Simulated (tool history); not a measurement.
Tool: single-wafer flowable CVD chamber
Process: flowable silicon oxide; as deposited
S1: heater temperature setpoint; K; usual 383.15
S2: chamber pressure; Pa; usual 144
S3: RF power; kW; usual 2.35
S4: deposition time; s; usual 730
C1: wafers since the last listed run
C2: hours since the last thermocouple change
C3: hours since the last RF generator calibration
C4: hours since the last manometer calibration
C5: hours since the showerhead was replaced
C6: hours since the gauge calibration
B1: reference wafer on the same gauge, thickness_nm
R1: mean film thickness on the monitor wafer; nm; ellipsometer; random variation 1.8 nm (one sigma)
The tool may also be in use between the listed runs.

| run | day | S1 | S2 | S3 | S4 | C1 | C2 | C3 | C4 | C5 | C6 | B1 | R1 |
|---|---|---|---|---|---|---|---|---|---|---|---|---|---|
| 1 | 0 | 378.15 | 144 | 2.35 | 665 | 0 | 1227.1 | 1349.5 | 1334.8 | 5044.8 | 701.9 | 532.451 | 529.24 |
|  | 1.967 | capacitance manometer re-zeroed and calibrated |
| 2 | 3.896 | 383.15 | 144 | 2.35 | 730 | 233 | 1320.6 | 1443 | 46.3 | 5138.3 | 795.4 | 531.03 | 497.401 |
| 3 | 6.612 | 383.15 | 144 | 2.35 | 764 | 178 | 1385.8 | 1508.2 | 111.5 | 5203.5 | 860.6 | 529.844 | 521.791 |
| 4 | 10.35 | 383.15 | 144 | 2.35 | 764 | 245 | 1475.5 | 1597.9 | 201.2 | 5293.2 | 950.3 | 527.422 | 515.798 |
| 5 | 13.554 | 394.15 | 144 | 2.35 | 730 | 210 | 1552.4 | 1674.8 | 278.1 | 5370.1 | 1027.2 | 526.787 | 359.388 |
| 6 | 16.258 | 394.15 | 144 | 2.35 | 730 | 177 | 1617.3 | 1739.7 | 343 | 5435 | 1092.1 | 525.894 | 358.282 |
| 7 | 18.162 | 394.15 | 144 | 2.35 | 730 | 125 | 1663 | 1785.4 | 388.7 | 5480.7 | 1137.8 | 523.91 | 356.121 |
| 8 | 20.371 | 383.15 | 144 | 2.35 | 730 | 144 | 1716 | 1838.4 | 441.7 | 5533.7 | 1190.8 | 522.787 | 489.69 |
|  | 21.533 | showerhead replaced |
| 9 | 24.3 | 392.15 | 144 | 2.35 | 730 | 236 | 1810.3 | 1932.7 | 536 | 66.4 | 1285.1 | 520.174 | 373.047 |
| 10 | 26.067 | 392.15 | 144 | 2.35 | 730 | 115 | 1852.7 | 1975.1 | 578.4 | 108.8 | 1327.5 | 519.378 | 372.527 |
|  | 28.554 | gauge calibrated |
| 11 | 29.275 | 392.15 | 144 | 2.35 | 730 | 210 | 1929.7 | 2052.1 | 655.4 | 185.8 | 17.3 | 538.276 | 386.721 |
|  | 30.996 | RF generator calibrated |
| 12 | 32.304 | 383.15 | 131 | 2.35 | 730 | 176 | 2002.4 | 31.4 | 728.1 | 258.5 | 90 | 538.795 | 476.052 |
| 13 | 35.038 | 383.15 | 125 | 2.82 | 770 | 179 | 2068 | 97 | 793.7 | 324.1 | 155.6 | 539.441 | 505.111 |
| 14 | 36.792 | 390.15 | 144 | 2.35 | 730 | 115 | 2110.1 | 139.1 | 835.8 | 366.2 | 197.7 | 538.831 | 410.776 |
|  | 37.829 | thermocouple changed; heater temperature recalibrated |
| 15 | 40.258 | 375.15 | 144 | 2.63 | 730 | 205 | 58.3 | 222.3 | 919 | 449.4 | 280.9 | 536.511 | 656.791 |
| 16 | 43.108 | 388.15 | 115 | 2.615 | 623 | 187 | 126.7 | 290.7 | 987.4 | 517.8 | 349.3 | 536.611 | 329.151 |
| 17 | 47.05 | 383.15 | 144 | 2.655 | 730 | 258 | 221.3 | 385.3 | 1082 | 612.4 | 443.9 | 537.019 | 508.634 |
| 18 | 49.638 | 383.15 | 144 | 2.35 | 730 | 169 | 283.4 | 447.4 | 1144.1 | 674.5 | 506 | 536.3 | 499.94 |
| 19 | 52.15 | 376.15 | 131 | 2.785 | 730 | 164 | 343.7 | 507.7 | 1204.4 | 734.8 | 566.3 | 535.799 | 604.54 |
| 20 | 54.779 | 383.15 | 135 | 2.51 | 609 | 172 | 406.8 | 570.8 | 1267.5 | 797.9 | 629.4 | 534.296 | 410.05 |
| 21 | 56.929 | 383.15 | 144 | 2.35 | 730 | 141 | 458.4 | 622.4 | 1319.1 | 849.5 | 681 | 533.284 | 498.645 |
|  | 61.758 | capacitance manometer re-zeroed and calibrated |
| 22 | 65.3 | 392.15 | 123 | 2.35 | 818 | 527 | 659.3 | 823.3 | 85 | 1050.4 | 881.9 | 530.102 | 388.636 |
| 23 | 67.529 | 370.15 | 144 | 2.35 | 823 | 146 | 712.8 | 876.8 | 138.5 | 1103.9 | 935.4 | 529.727 | 838.111 |
| 24 | 69.792 | 383.15 | 144 | 2.35 | 730 | 148 | 767.1 | 931.1 | 192.8 | 1158.2 | 989.7 | 529.055 | 494.042 |
| 25 | 72.175 | 372.15 | 144 | 2.35 | 777 | 156 | 824.3 | 988.3 | 250 | 1215.4 | 1046.9 | 526.654 | 739.06 |
|  | 74.875 | gauge calibrated |
| 26 | 75.767 | 393.15 | 144 | 2.35 | 730 | 235 | 910.5 | 1074.5 | 336.2 | 1301.6 | 21.4 | 540.175 | 379.967 |
| 27 | 78.354 | 383.15 | 144 | 2.35 | 730 | 169 | 972.6 | 1136.6 | 398.3 | 1363.7 | 83.5 | 540.697 | 508.549 |
| 28 | 81.704 | 383.15 | 144 | 2.225 | 730 | 219 | 1053 | 1217 | 478.7 | 1444.1 | 163.9 | 540.52 | 501.042 |
| 29 | 83.904 | 393.15 | 144 | 1.92 | 650 | 144 | 1105.8 | 1269.8 | 531.5 | 1496.9 | 216.7 | 539.612 | 321.217 |

Forecast each of these 3 alternatives for the next run:
| A | 83.929 | 383.15 | 144 | 2.35 | 730 | 1 | 1106.4 | 1270.4 | 532.1 | 1497.5 | 217.3 | ? | ? |
| B | 83.929 | 387.15 | 160 | 2.15 | 844 | 1 | 1106.4 | 1270.4 | 532.1 | 1497.5 | 217.3 | ? | ? |
| C | 83.929 | 383.15 | 168 | 2.35 | 730 | 1 | 1106.4 | 1270.4 | 532.1 | 1497.5 | 217.3 | ? | ? |

| run | B1 | R1 |
|---|---|---|
| A | 539.38 | 506.61 |
| B | 539.38 | 543.576 |
| C | 539.38 | 553.922 |
Without the tool's hidden state the same runs would have given:
| run | R1 |
|---|---|
| A | 505.644 |
| B | 542.539 |
| C | 552.865 |

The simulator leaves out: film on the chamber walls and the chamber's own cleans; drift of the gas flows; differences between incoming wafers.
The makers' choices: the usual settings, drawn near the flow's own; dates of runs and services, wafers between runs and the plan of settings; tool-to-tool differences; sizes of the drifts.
